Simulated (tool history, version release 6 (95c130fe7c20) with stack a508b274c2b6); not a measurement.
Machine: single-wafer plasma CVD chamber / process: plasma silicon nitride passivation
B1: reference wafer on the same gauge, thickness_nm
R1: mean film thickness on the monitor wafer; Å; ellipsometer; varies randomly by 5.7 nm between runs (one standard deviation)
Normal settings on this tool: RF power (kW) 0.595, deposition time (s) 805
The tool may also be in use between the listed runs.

Run 1, hour 0.0: usual settings; B1 1339.794. Result: R1 12411.91 Å.
Run 2, hour 48.5: usual settings; B1 1339.522. Result: R1 12360.96 Å.
Run 3, hour 152.6: usual settings but RF power (kW) 0.640, deposition time (s) 851; B1 1340.495. Result: R1 13490.13 Å.
Run 4, hour 242.9: usual settings but RF power (kW) 0.640, deposition time (s) 851; B1 1342.067. Result: R1 13487.67 Å.
Run 5, hour 321.0: usual settings but RF power (kW) 0.640, deposition time (s) 851; B1 1340.606. Result: R1 13454.96 Å.
At hour 507.9: gauge calibrated.
At hour 612.7: RF generator calibrated.
Run 6, hour 618.0: usual settings; B1 1340.509. Result: R1 12257.65 Å.
Run 7, hour 654.2: usual settings; B1 1339.014. Result: R1 12137.17 Å.
Run 8, hour 723.0: usual settings; B1 1340.811. Result: R1 12159.25 Å.
Run 9, hour 815.2: usual settings; B1 1340.244. Result: R1 12149.42 Å.
At hour 879.1: RF generator calibrated, repeated, since the last time left the tool worse.
Run 10, hour 919.6: usual settings but RF power (kW) 0.655; B1 1341.263. Result: R1 13278.11 Å.
Run 11, hour 1023.5: usual settings but RF power (kW) 0.640; B1 1340.403. Result: R1 13046.23 Å.
Run 12, hour 1085.6: usual settings but RF power (kW) 0.515, deposition time (s) 849; B1 1339.399. Result: R1 12425.40 Å.
Run 13, hour 1179.9: usual settings but RF power (kW) 0.525; B1 1339.611. Result: R1 11873.07 Å.
At hour 1250.1: showerhead replaced.
Run 14, hour 1277.7: usual settings but RF power (kW) 0.650, deposition time (s) 702; B1 1341.642. Result: R1 11367.66 Å.
Run 15, hour 1329.1: usual settings; B1 1338.177. Result: R1 12537.54 Å.
Run 16, hour 1423.3: usual settings but RF power (kW) 0.495, deposition time (s) 652; B1 1338.123. Result: R1 9354.00 Å.
At hour 1602.6: gauge calibrated.
Run 17, hour 1626.0: usual settings but RF power (kW) 0.545, deposition time (s) 927; B1 1341.946. Result: R1 13835.17 Å.

Some steps in R1 between neighbouring runs. How much of each would the tool show without its hidden state too (settings, what came in, random variation), and how much is left for the hidden state, with any gauge scatter that isn't in both results?
Hidden conditions of the tool in this case: delivered RF power above the setpoint (%); gauge reads high (%).
Run 9 -> 10: RF power (kW) 0.595 -> 0.655, RF generator calibrated, repeated, since the last time left the tool worse. R1 +1128.69 Å: hidden state +520.25, all else +608.44.
Run 16 -> 17: RF power (kW) 0.495 -> 0.545, deposition time (s) 652 -> 927, gauge calibrated. R1 +4481.17 Å: hidden state -108.99, all else +4590.16.
